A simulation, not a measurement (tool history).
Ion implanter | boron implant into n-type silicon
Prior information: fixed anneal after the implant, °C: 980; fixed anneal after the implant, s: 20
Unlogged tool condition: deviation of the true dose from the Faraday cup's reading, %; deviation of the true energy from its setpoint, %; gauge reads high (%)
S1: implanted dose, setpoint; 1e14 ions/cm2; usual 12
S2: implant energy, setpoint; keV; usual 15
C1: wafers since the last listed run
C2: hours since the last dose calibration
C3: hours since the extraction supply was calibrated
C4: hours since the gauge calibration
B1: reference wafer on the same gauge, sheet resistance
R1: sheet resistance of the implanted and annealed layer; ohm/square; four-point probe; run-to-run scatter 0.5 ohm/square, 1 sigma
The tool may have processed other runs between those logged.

| run | day | S1 | S2 | C1 | C2 | C3 | C4 | B1 | R1 |
|---|---|---|---|---|---|---|---|---|---|
| 1 | 0 | 12 | 15 | 0 | 426 | 5370.7 | 99 | 117.98 | 116.49 |
| 2 | 2.708 | 12 | 15 | 1212 | 491 | 5435.7 | 164 | 117.71 | 116.51 |
| 3 | 5.567 | 12 | 15 | 1280 | 559.6 | 5504.3 | 232.6 | 118.05 | 116.42 |
| 4 | 7.646 | 12 | 15 | 931 | 609.5 | 5554.2 | 282.5 | 118.05 | 116.38 |
| 5 | 9.154 | 12 | 15 | 675 | 645.7 | 5590.4 | 318.7 | 118.22 | 115.45 |
| 6 | 12.758 | 12 | 15 | 1614 | 732.2 | 5676.9 | 405.2 | 118.02 | 114.9 |
| 7 | 14.871 | 12 | 18 | 946 | 782.9 | 5727.6 | 455.9 | 118.06 | 110.95 |
| 8 | 17.142 | 12 | 18 | 1017 | 837.4 | 5782.1 | 510.4 | 118.2 | 110.84 |
| 9 | 19.512 | 13.57 | 13.5 | 1061 | 894.3 | 5839 | 567.3 | 118.12 | 110.69 |
| 10 | 22.775 | 13.57 | 13.5 | 1461 | 972.6 | 5917.3 | 645.6 | 118.01 | 111.04 |
| 11 | 27.021 | 12 | 15 | 1901 | 1074.5 | 6019.2 | 747.5 | 117.94 | 113.76 |
| 12 | 29.929 | 10.87 | 15 | 1302 | 1144.3 | 6089 | 817.3 | 117.88 | 121.36 |
| 13 | 33.162 | 12 | 20 | 1448 | 1221.9 | 6166.6 | 894.9 | 118.07 | 107.31 |
| 14 | 35.767 | 12 | 15 | 1166 | 1284.4 | 6229.1 | 957.4 | 117.95 | 113.38 |
|  | 41.042 | Faraday cup replaced and dose calibrated |
| 15 | 44.671 | 13.94 | 13 | 3838 | 87.1 | 6442.8 | 1171.1 | 117.98 | 111.88 |
| 16 | 46.342 | 13.11 | 11 | 748 | 127.2 | 6482.9 | 1211.2 | 117.97 | 119.56 |
| 17 | 49.629 | 10.38 | 11 | 1472 | 206.1 | 6561.8 | 1290.1 | 118 | 135.17 |
| 18 | 54.012 | 10.7 | 19 | 1963 | 311.3 | 6667 | 1395.3 | 117.83 | 121.25 |
|  | 54.117 | gauge calibrated |
| 19 | 56.788 | 15.42 | 20 | 1242 | 377.9 | 6733.6 | 64.1 | 118.02 | 94.26 |
|  | 60.35 | extraction supply calibrated |
| 20 | 60.371 | 12 | 15 | 1455 | 463.9 | 0.5 | 150.1 | 117.94 | 116.22 |
| 21 | 63.821 | 8.43 | 15 | 1545 | 546.7 | 83.3 | 232.9 | 118 | 147.3 |
| 22 | 68.125 | 8.5 | 17.5 | 1927 | 650 | 186.6 | 336.2 | 117.98 | 144.28 |
| 23 | 70.462 | 12 | 15 | 1046 | 706.1 | 242.7 | 392.3 | 117.99 | 116.4 |
| 24 | 74.383 | 15.36 | 18 | 1756 | 800.2 | 336.8 | 486.4 | 118.1 | 96.78 |
| 25 | 76.058 | 14.17 | 17.5 | 750 | 840.4 | 377 | 526.6 | 117.75 | 102.2 |

Below are 5 alternative next runs, each starting from the tool's condition after run 25. Predict each:
| A | 76.075 | 12 | 15 | 7 | 840.8 | 377.4 | 527 | ? | ? |
| B | 76.075 | 8.45 | 19 | 7 | 840.8 | 377.4 | 527 | ? | ? |
| C | 76.075 | 10.52 | 15 | 7 | 840.8 | 377.4 | 527 | ? | ? |
| D | 76.075 | 15.5 | 17 | 7 | 840.8 | 377.4 | 527 | ? | ? |
| E | 76.075 | 13.03 | 18.5 | 7 | 840.8 | 377.4 | 527 | ? | ? |

| run | B1 | R1 |
|---|---|---|
| A | 118.04 | 115.16 |
| B | 118.04 | 142.51 |
| C | 118.04 | 125.04 |
| D | 118.04 | 97.11 |
| E | 118.04 | 105.18 |
Had the tool no hidden state, the same runs would have come out as:
| run | R1 |
|---|---|
| A | 116.32 |
| B | 144.38 |
| C | 126.43 |
| D | 97.95 |
| E | 106.29 |
